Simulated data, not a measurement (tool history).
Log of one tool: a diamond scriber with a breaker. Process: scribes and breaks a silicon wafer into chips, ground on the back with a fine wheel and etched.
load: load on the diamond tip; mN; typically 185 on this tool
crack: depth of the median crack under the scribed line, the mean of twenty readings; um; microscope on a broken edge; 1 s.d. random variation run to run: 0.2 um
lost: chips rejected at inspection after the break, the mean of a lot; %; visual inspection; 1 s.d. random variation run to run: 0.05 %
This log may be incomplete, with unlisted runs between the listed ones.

run	hour	load	incoming depth of the damage left on the back of the incoming wafer, um	crack	lost
1	0	222	0.79	12.18	0.76
2	50.7	222	0.63	12.04	0.67
3	140.1	185	0.53	10.51	2.68
4	190.1	185	0.48	10.83	3
5	283.6	185	0.77	10.65	2.75
# hour 291.9: diamond tip replaced by a new one
6	336.2	185	0.49	11.45	0.83
7	441.2	185	0.73	11.53	1.31
8	491.9	185	0.66	11.1	1.39
9	554.9	185	0.76	11.13	1.95
10	661.3	185	0.39	11.05	2.15
11	707.6	185	0.69	10.78	2.72
12	805.1	185	0.34	10.34	2.75
13	893.1	185	0.61	10.39	3.26
# hour 913.8: load on the tip recalibrated
14	973.3	185	0.44	10.43	3.15
15	1074.4	185	0.45	10.37	3.31
16	1359.4	203	0.52	11.14	1.68
17	1400.5	211	0.78	11.43	1.3
18	1443	185	0.36	10.26	3.48
# hour 1510.3: diamond tip replaced by a new one
19	1548.4	185	0.44	11.59	0.73
20	1712.8	224	0.68	13.05	1.38

Run 21, settings as shown, results not yet in. Your forecast:
21	1756.5	233	0.49	?	?

crack: 13.27 um
lost: 2.16 %
If the tool had no hidden condition, the same run with the same run-to-run variation would have returned crack 14.21 um, lost 4.33 %.
